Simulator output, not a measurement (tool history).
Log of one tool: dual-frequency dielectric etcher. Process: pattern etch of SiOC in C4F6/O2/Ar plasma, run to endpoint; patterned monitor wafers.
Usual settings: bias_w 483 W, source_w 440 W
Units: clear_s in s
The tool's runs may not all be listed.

run     day  bias_w  source_w  wafers since the last listed run  hours since the last wet clean  hours since the last bias power generator calibration  hours since the last source power generator calibration  hours since the last upper electrode change  incoming incoming film thickness, nm  clear_s
  1   0.000     483       440                                 0                            56.2                                                 1776.6                                                   4701.0                                       1434.0                                 41.09     12.9
  2   2.838     483       440                               730                           124.3                                                 1844.7                                                   4769.1                                       1502.1                                 41.05     13.0
  3   5.029     483       440                               564                           176.9                                                 1897.3                                                   4821.7                                       1554.7                                 40.95     12.8
  4   6.538     549       360                               388                           213.1                                                 1933.5                                                   4857.9                                       1590.9                                 40.94     13.5
  5   9.038     549       440                               643                           273.1                                                 1993.5                                                   4917.9                                       1650.9                                 41.03     12.5
  6  13.154     549       440                              1059                           371.9                                                 2092.3                                                   5016.7                                       1749.7                                 40.99     12.7
     14.658  -- wet clean of the chamber
  7  15.804     483       440                               424                            27.5                                                 2155.9                                                   5080.3                                       1813.3                                 41.02     12.8
  8  18.208     483       440                               618                            85.2                                                 2213.6                                                   5138.0                                       1871.0                                 41.04     12.8
  9  20.512     483       440                               593                           140.5                                                 2268.9                                                   5193.3                                       1926.3                                 40.90     12.9
 10  24.704     483       440                              1078                           241.1                                                 2369.5                                                   5293.9                                       2026.9                                 41.29     12.8
     26.400  -- source power generator calibrated
 11  28.071     483       440                               823                           321.9                                                 2450.3                                                     40.1                                       2107.7                                 40.78     13.1
     31.875  -- wet clean of the chamber
     34.079  -- upper electrode replaced
 12  41.283     589       530                              2886                           225.8                                                 2767.4                                                    357.2                                        172.9                                 40.80     11.0
 13  44.429     483       440                               809                           301.3                                                 2842.9                                                    432.7                                        248.4                                 41.17     12.8
 14  46.829     444       350                               617                           358.9                                                 2900.5                                                    490.3                                        306.0                                 41.00     14.9
     47.946  -- bias power generator calibrated
     50.262  -- wet clean of the chamber
 15  50.283     373       480                               588                             0.5                                                   56.1                                                    573.2                                        388.9                                 41.05     13.3
 16  52.558     586       350                               585                            55.1                                                  110.7                                                    627.8                                        443.5                                 41.43     13.1
 17  54.842     483       500                               587                           109.9                                                  165.5                                                    682.6                                        498.3                                 41.06     11.9
 18  58.850     406       480                              1031                           206.1                                                  261.7                                                    778.8                                        594.5                                 41.14     13.2
 19  62.233     483       440                               870                           287.3                                                  342.9                                                    860.0                                        675.7                                 41.18     12.8
 20  63.762     556       380                               393                           324.0                                                  379.6                                                    896.7                                        712.4                                 40.98     13.1
     66.396  -- wet clean of the chamber
 21  68.062     435       380                               849                            40.0                                                  482.8                                                    999.9                                        815.6                                 40.57     13.8
 22  69.638     483       440                               405                            77.8                                                  520.6                                                   1037.7                                        853.4                                 40.93     12.6
 23  73.925     599       520                              1103                           180.7                                                  623.5                                                   1140.6                                        956.3                                 40.91     11.1

5 ways to go on from here, each from the tool as it stands after run 23. What would each give?
  A  73.942     483       440                                 4                           181.1                                                  623.9                                                   1141.0                                        956.7                                 41.25        ?
  B  73.942     367       380                                 4                           181.1                                                  623.9                                                   1141.0                                        956.7                                 41.25        ?
  C  73.942     568       340                                 4                           181.1                                                  623.9                                                   1141.0                                        956.7                                 41.25        ?
  D  73.942     483       530                                 4                           181.1                                                  623.9                                                   1141.0                                        956.7                                 41.25        ?
  E  73.942     448       470                                 4                           181.1                                                  623.9                                                   1141.0                                        956.7                                 41.25        ?

run  clear_s
  A     13.1
  B     15.3
  C     13.6
  D     12.2
  E     13.1
Without the tool's hidden state the same runs would have given:
run  clear_s
  A     12.7
  B     14.9
  C     13.3
  D     11.8
  E     12.8

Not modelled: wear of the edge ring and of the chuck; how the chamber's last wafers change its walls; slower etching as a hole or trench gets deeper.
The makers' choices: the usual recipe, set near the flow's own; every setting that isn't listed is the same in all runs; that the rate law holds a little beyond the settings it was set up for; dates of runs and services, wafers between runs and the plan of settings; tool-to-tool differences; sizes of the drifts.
